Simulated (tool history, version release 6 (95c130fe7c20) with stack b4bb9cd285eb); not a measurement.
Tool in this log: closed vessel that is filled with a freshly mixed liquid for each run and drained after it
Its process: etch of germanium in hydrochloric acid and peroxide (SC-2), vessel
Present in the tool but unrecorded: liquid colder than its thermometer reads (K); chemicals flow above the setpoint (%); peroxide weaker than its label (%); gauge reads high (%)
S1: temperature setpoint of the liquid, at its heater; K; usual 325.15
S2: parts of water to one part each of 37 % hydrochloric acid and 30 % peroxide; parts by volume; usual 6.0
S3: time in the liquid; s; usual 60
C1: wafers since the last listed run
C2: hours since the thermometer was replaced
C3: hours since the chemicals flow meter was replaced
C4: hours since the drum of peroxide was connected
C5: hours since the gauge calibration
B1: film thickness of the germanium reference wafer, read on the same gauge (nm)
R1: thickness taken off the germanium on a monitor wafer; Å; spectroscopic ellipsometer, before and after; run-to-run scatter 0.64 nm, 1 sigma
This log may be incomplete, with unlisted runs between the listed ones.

run     day      S1   S2  S3     C1     C2      C3     C4      C5     B1      R1
  1   0.000  325.15  6.0  40      0  160.7  1752.5  326.0    71.7  69.98   747.3
  2   1.171  317.15  6.0  85   4172  188.8  1780.6  354.1    99.8  69.99  1233.1
  3   4.675  325.15  6.0  60  12486  272.9  1864.7  438.2   183.9  70.00  1117.6
  4   6.500  325.15  6.0  60   6503  316.7  1908.5  482.0   227.7  69.98  1127.2
  5   7.517  325.15  7.5  60   3622  341.1  1932.9  506.4   252.1  70.04  1108.1
  6   8.542  325.15  7.5  60   3652  365.7  1957.5  531.0   276.7  70.03  1100.7
     10.171  -- new drum of peroxide connected
  7  10.304  325.15  6.0  60   6131  408.0  1999.8    3.2   319.0  69.98  1127.2
  8  17.512  325.15  6.0  60  25685  581.0  2172.8  176.2   492.0  70.02  1114.0
     17.788  -- thermometer replaced
  9  19.783  325.15  6.0  60   7943   47.9  2227.3  230.7   546.5  70.01  1116.5
     25.675  -- chemicals flow meter replaced
 10  25.979  325.15  6.0  60  21929  196.6     7.3  379.4   695.2  70.05  1123.2
 11  33.950  325.15  4.0  60  28402  387.9   198.6  570.7   886.5  69.99  1133.2
 12  35.600  325.15  4.0  60   5879  427.5   238.2  610.3   926.1  70.03  1132.6
     35.654  -- new drum of peroxide connected
 13  36.933  316.15  6.0  60   4602  459.5   270.2   30.7   958.1  70.05   837.8
 14  38.342  319.65  4.0  90   5018  493.3   304.0   64.5   991.9  69.98  1418.4
 15  41.242  315.65  7.0  75  10333  562.9   373.6  134.1  1061.5  69.99  1021.2
 16  43.304  325.15  6.0  60   7349  612.4   423.1  183.6  1111.0  70.00  1127.4
     43.717  -- gauge calibrated
 17  45.529  332.65  4.0  30   7928  665.8   476.5  237.0    43.5  70.00   723.3
     46.425  -- thermometer replaced
 18  47.979  325.15  4.0  60   8581   37.3   535.3  295.8   102.3  70.02  1126.8
 19  49.062  330.15  7.0  60   3860   63.3   561.3  321.8   128.3  70.01  1287.0
 20  50.583  325.15  6.0  60   5419   99.8   597.8  358.3   164.8  70.01  1122.8
 21  52.800  325.15  4.5  60   7898  153.0   651.0  411.5   218.0  69.98  1132.3
 22  55.250  325.15  6.0  60   8730  211.8   709.8  470.3   276.8  70.01  1121.9
 23  57.783  322.15  8.5  30   9027  272.6   770.6  531.1   337.6  70.05   496.1
 24  59.821  325.15  8.0  70   7260  321.5   819.5  580.0   386.5  69.95  1298.7

Branching from run 24: 5 alternative next runs. What would each branch give?
  A  59.850  325.15  9.0  60  103  322.2  820.2  580.7  387.2   ?   ?
  B  59.850  319.65  4.5  60  103  322.2  820.2  580.7  387.2   ?   ?
  C  59.850  319.15  4.5  30  103  322.2  820.2  580.7  387.2   ?   ?
  D  59.850  319.15  7.0  30  103  322.2  820.2  580.7  387.2   ?   ?
  E  59.850  330.15  8.5  85  103  322.2  820.2  580.7  387.2   ?   ?

run     B1      R1
  A  70.02  1105.5
  B  70.02   956.3
  C  70.02   470.3
  D  70.02   464.0
  E  70.02  1834.6
With no hidden state in the tool, these same runs would have given:
run      R1
  A  1105.5
  B   956.3
  C   470.3
  D   464.0
  E  1834.6

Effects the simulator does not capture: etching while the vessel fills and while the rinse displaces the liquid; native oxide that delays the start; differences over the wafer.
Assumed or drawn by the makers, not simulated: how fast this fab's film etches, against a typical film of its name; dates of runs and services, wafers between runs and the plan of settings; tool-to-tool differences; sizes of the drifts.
